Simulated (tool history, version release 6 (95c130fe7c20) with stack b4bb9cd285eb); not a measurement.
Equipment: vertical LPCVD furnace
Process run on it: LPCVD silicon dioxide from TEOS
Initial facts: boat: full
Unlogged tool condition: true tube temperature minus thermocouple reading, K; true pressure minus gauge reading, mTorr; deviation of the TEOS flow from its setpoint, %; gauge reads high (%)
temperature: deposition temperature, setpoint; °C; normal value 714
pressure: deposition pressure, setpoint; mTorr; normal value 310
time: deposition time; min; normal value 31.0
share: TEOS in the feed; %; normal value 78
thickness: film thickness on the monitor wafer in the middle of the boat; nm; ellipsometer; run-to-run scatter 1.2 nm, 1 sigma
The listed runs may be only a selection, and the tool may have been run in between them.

run,hour,temperature,pressure,time,share,wafers since the last listed run,hours since the last temperature calibration,hours since the pressure gauge was zeroed,hours since the TEOS flow controller was replaced,hours since the gauge calibration,"read-back reference wafer on the same gauge, thickness",thickness
1,0.0,714,310,31.0,78,0,2782.0,2549.6,4227.4,28.4,362.13,388.22
2,33.3,714,310,31.0,78,384,2815.3,2582.9,4260.7,61.7,362.24,389.14
3,102.5,714,310,31.0,78,800,2884.5,2652.1,4329.9,130.9,361.90,388.05
4,141.7,714,310,31.0,78,453,2923.7,2691.3,4369.1,170.1,362.11,387.74
5,196.7,714,310,31.0,78,635,2978.7,2746.3,4424.1,225.1,362.15,387.96
6,242.0,719,310,31.0,78,523,3024.0,2791.6,4469.4,270.4,361.93,431.45
7,283.7,718,260,31.0,78,482,3065.7,2833.3,4511.1,312.1,362.00,385.99
# hour 368.5: TEOS flow controller replaced
8,369.0,714,310,37.5,78,708,3151.0,2918.6,0.5,397.4,361.97,470.81
9,398.4,726,380,31.0,78,339,3180.4,2948.0,29.9,426.8,362.22,561.97
10,440.4,714,310,31.0,78,485,3222.4,2990.0,71.9,468.8,361.71,386.88
11,473.5,714,285,31.0,82,382,3255.5,3023.1,105.0,501.9,361.86,381.68
# hour 528.6: thermocouples replaced and temperature profile calibrated
12,529.1,714,310,27.5,78,365,0.5,3078.7,160.6,557.5,362.06,330.76
13,561.3,714,380,31.0,68,372,32.7,3110.9,192.8,589.7,361.84,388.30
14,594.5,705,310,31.0,67,383,65.9,3144.1,226.0,622.9,361.73,283.85
15,651.8,721,255,31.0,78,662,123.2,3201.4,283.3,680.2,361.62,394.85
16,699.7,719,310,38.5,78,553,171.1,3249.3,331.2,728.1,361.90,516.77
17,739.5,714,310,31.0,78,460,210.9,3289.1,371.0,767.9,361.97,375.30
18,807.8,703,350,25.0,93,789,279.2,3357.4,439.3,836.2,361.76,274.89
19,879.6,714,310,31.0,78,830,351.0,3429.2,511.1,908.0,361.83,376.21
20,916.8,714,245,31.0,78,430,388.2,3466.4,548.3,945.2,361.90,332.39
# hour 941.7: pressure gauge zeroed
21,987.8,714,310,31.0,78,543,459.2,46.1,619.3,1016.2,362.02,389.85
22,1032.6,721,250,21.5,91,517,504.0,90.9,664.1,1061.0,362.17,307.35
23,1076.9,720,355,40.5,87,512,548.3,135.2,708.4,1105.3,361.78,655.19
24,1130.7,705,270,37.0,78,622,602.1,189.0,762.2,1159.1,361.91,353.95
25,1174.8,708,360,31.0,89,509,646.2,233.1,806.3,1203.2,361.56,391.36
26,1241.8,714,310,35.5,78,774,713.2,300.1,873.3,1270.2,362.31,445.27
27,1289.7,714,235,19.5,78,553,761.1,348.0,921.2,1318.1,361.93,212.32
28,1350.8,714,310,31.0,78,706,822.2,409.1,982.3,1379.2,362.30,390.01
29,1383.1,710,245,41.5,78,373,854.5,441.4,1014.6,1411.5,362.04,423.33
30,1589.3,714,310,31.0,78,2383,1060.7,647.6,1220.8,1617.7,361.85,392.49

List, for all runs, the conditions of the tool that the log does not record:
deviation of the TEOS flow from its setpoint, %: 0, the same for each run
gauge reads high (%): 0, the same for each run
H1: true tube temperature minus thermocouple reading, K
H2: true pressure minus gauge reading, mTorr
run,H1,H2
1,1.8,-16.8
2,1.81,-16.8
3,1.82,-16.9
4,1.82,-17
5,1.83,-17.1
6,1.84,-17.1
7,1.84,-17.2
8,1.85,-17.3
9,1.85,-17.3
10,1.86,-17.3
11,1.86,-17.4
12,0.0925,-17.4
13,0.143,-17.4
14,0.193,-17.5
15,0.277,-17.5
16,0.344,-17.6
17,0.398,-17.6
18,0.486,-17.7
19,0.573,-17.7
20,0.616,-17.7
21,0.694,1.05
22,0.741,0.44
23,0.786,-0.135
24,0.838,-0.805
25,0.879,-1.33
26,0.938,-2.09
27,0.978,-2.61
28,1.03,-3.24
29,1.05,-3.55
30,1.2,-5.39
